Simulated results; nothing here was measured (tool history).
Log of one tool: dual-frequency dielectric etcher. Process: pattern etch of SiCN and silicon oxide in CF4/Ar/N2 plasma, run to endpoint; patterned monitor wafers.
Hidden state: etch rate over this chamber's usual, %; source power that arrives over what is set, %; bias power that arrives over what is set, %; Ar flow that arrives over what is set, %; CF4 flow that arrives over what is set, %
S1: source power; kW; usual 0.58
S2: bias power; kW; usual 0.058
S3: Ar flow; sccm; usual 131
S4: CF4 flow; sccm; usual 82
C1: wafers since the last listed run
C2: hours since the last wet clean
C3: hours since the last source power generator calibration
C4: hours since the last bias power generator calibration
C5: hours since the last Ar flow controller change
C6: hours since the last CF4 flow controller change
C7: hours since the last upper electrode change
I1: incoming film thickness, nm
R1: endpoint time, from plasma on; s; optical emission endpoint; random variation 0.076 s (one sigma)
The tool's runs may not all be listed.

run	hour	S1	S2	S3	S4	C1	C2	C3	C4	C5	C6	C7	I1	R1
1	0	0.67	0.058	131	82	0	187.9	3684	3929.2	100.4	2268.2	4196.7	10.95	9.5
2	14.9	0.67	0.058	131	82	234	202.8	3698.9	3944.1	115.3	2283.1	4211.6	10.97	9.4
# hour 35.8: source power generator calibrated
3	50.3	0.58	0.052	131	76	494	238.2	14.5	3979.5	150.7	2318.5	4247	10.97	11.8
4	67.9	0.58	0.052	131	82	277	255.8	32.1	3997.1	168.3	2336.1	4264.6	11.01	11.7
5	102.7	0.58	0.058	131	82	547	290.6	66.9	4031.9	203.1	2370.9	4299.4	11	11.2
6	137.7	0.58	0.058	131	82	550	325.6	101.9	4066.9	238.1	2405.9	4334.4	10.96	11.2
7	160.3	0.58	0.058	131	82	355	348.2	124.5	4089.5	260.7	2428.5	4357	11.04	11.3
8	189.8	0.48	0.058	131	82	464	377.7	154	4119	290.2	2458	4386.5	10.89	13.9
9	219.1	0.51	0.058	148	82	461	407	183.3	4148.3	319.5	2487.3	4415.8	10.95	13.1
# hour 262.6: wet clean of the chamber
# hour 343.2: upper electrode replaced
# hour 346.3: CF4 flow controller replaced
# hour 350.7: bias power generator calibrated
10	351.2	0.54	0.058	131	62	1211	88.6	315.4	0.5	451.6	4.9	8	11.09	13.1
11	351.5	0.47	0.045	115	92	4	88.9	315.7	0.8	451.9	5.2	8.3	10.96	14.7
12	365.7	0.58	0.058	131	90	223	103.1	329.9	15	466.1	19.4	22.5	10.96	10.7
13	378.2	0.58	0.07	147	82	196	115.6	342.4	27.5	478.6	31.9	35	11.05	10.6
14	400	0.58	0.07	140	93	343	137.4	364.2	49.3	500.4	53.7	56.8	10.97	10.1
15	412.8	0.58	0.058	131	69	201	150.2	377	62.1	513.2	66.5	69.6	11.1	12
16	431.7	0.58	0.058	131	101	297	169.1	395.9	81	532.1	85.4	88.5	11.02	10.5
17	459.2	0.58	0.058	123	95	432	196.6	423.4	108.5	559.6	112.9	116	11.01	10.8
18	477.7	0.58	0.058	131	65	291	215.1	441.9	127	578.1	131.4	134.5	11.14	12.3
19	500	0.48	0.045	158	82	350	237.4	464.2	149.3	600.4	153.7	156.8	10.96	15.4
20	534.2	0.58	0.058	131	82	538	271.6	498.4	183.5	634.6	187.9	191	11.03	11.2
21	562.4	0.58	0.046	131	82	443	299.8	526.6	211.7	662.8	216.1	219.2	11.06	12.3
22	583.3	0.58	0.058	131	82	328	320.7	547.5	232.6	683.7	237	240.1	10.91	11.2
23	613.3	0.58	0.058	131	82	472	350.7	577.5	262.6	713.7	267	270.1	11.04	11.3
24	633.6	0.58	0.058	131	82	319	371	597.8	282.9	734	287.3	290.4	10.93	11.1
25	654.8	0.58	0.072	108	91	333	392.2	619	304.1	755.2	308.5	311.6	11.12	10.2

Forecast each of these 3 alternatives for the next run:
A	655.2	0.58	0.058	131	95	6	392.6	619.4	304.5	755.6	308.9	312	10.87	?
B	655.2	0.58	0.052	131	99	6	392.6	619.4	304.5	755.6	308.9	312	10.87	?
C	655.2	0.5	0.05	150	62	6	392.6	619.4	304.5	755.6	308.9	312	10.87	?

run	R1
A	10.9
B	11.1
C	15.7
Without the tool's hidden state the same runs would have given:
run	R1
A	10.4
B	10.7
C	15
